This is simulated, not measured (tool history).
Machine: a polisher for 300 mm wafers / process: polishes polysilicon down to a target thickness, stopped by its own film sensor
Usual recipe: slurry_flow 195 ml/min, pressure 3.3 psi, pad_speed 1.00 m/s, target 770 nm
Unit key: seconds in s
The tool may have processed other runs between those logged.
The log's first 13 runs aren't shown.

run   hour  slurry_flow  pressure  pad_speed  target  wafers since the last listed run  wafers polished on this pad  hours since the slurry nozzle was cleaned  hours since the head pressure was calibrated  incoming thickness of the incoming film, nm  seconds
     169.1  -- worn pad replaced by a new one
 14  180.6          195       3.3       1.00     770                               136                          116                                      139.6                                          41.4                                       1262.2     60.5
 15  194.2          195       3.3       1.00     770                               137                          253                                      153.2                                          55.0                                       1277.9     61.9
 16  210.2          145       3.3       1.00     770                               161                          415                                      169.2                                          71.0                                       1269.1     68.1
 17  217.1          165       4.3       1.16     719                                69                          485                                      176.1                                          77.9                                       1256.1     48.2
 18  227.2          195       3.3       1.00     770                               102                          587                                      186.2                                          88.0                                       1255.2     62.3
 19  241.0          195       3.8       1.14     625                               139                          727                                      200.0                                         101.8                                       1261.1     63.4
 20  248.8          215       3.7       1.00     770                                78                          806                                      207.8                                         109.6                                       1276.5     58.6
     253.9  -- slurry nozzle cleaned
 21  259.2          245       2.3       0.76     599                                95                          901                                        5.3                                         120.0                                       1254.7    138.9
     263.5  -- worn pad replaced by a new one
 22  267.6          195       3.3       1.00     770                                44                           41                                       13.7                                         128.4                                       1258.5     57.9
 23  274.5          195       2.2       0.76     868                                69                          111                                       20.6                                         135.3                                       1237.5     85.1
 24  289.5          195       3.3       1.00     770                               151                          263                                       35.6                                         150.3                                       1257.3     57.9
 25  298.7          235       3.3       1.00     770                                93                          356                                       44.8                                         159.5                                       1262.9     57.5
 26  316.2          195       3.3       1.00     770                               177                          533                                       62.3                                         177.0                                       1256.1     57.1
 27  322.5          235       4.0       1.00     770                                63                          597                                       68.6                                         183.3                                       1279.0     49.6
 28  329.1          195       3.3       1.00     770                                66                          664                                       75.2                                         189.9                                       1254.5     57.7
 29  343.0          195       3.3       1.00     770                               140                          805                                       89.1                                         203.8                                       1238.8     56.5
 30  357.2          195       4.0       1.00     770                               143                          948                                      103.3                                         218.0                                       1274.5     50.8
     376.7  -- worn pad replaced by a new one
 31  378.3          195       2.7       1.00     902                               173                           16                                      124.4                                         239.1                                       1256.5     52.1

Alternative continuations, all from the tool just after run 31; predict every row:
  A  378.7          195       3.3       1.00     770                                 4                           20                                      124.8                                         239.5                                       1261.2        ?
  B  378.7          175       2.8       0.76     870                                 4                           20                                      124.8                                         239.5                                       1261.2        ?
  C  378.7          195       3.6       1.00     770                                 4                           20                                      124.8                                         239.5                                       1261.2        ?
  D  378.7          160       3.3       1.28     770                                 4                           20                                      124.8                                         239.5                                       1261.2        ?

run  seconds
  A     58.9
  B     72.3
  C     54.0
  D     48.6
The same runs, with their run-to-run variation unchanged, on a tool lacking any hidden condition would have given:
run  seconds
  A     57.4
  B     70.3
  C     52.7
  D     47.1
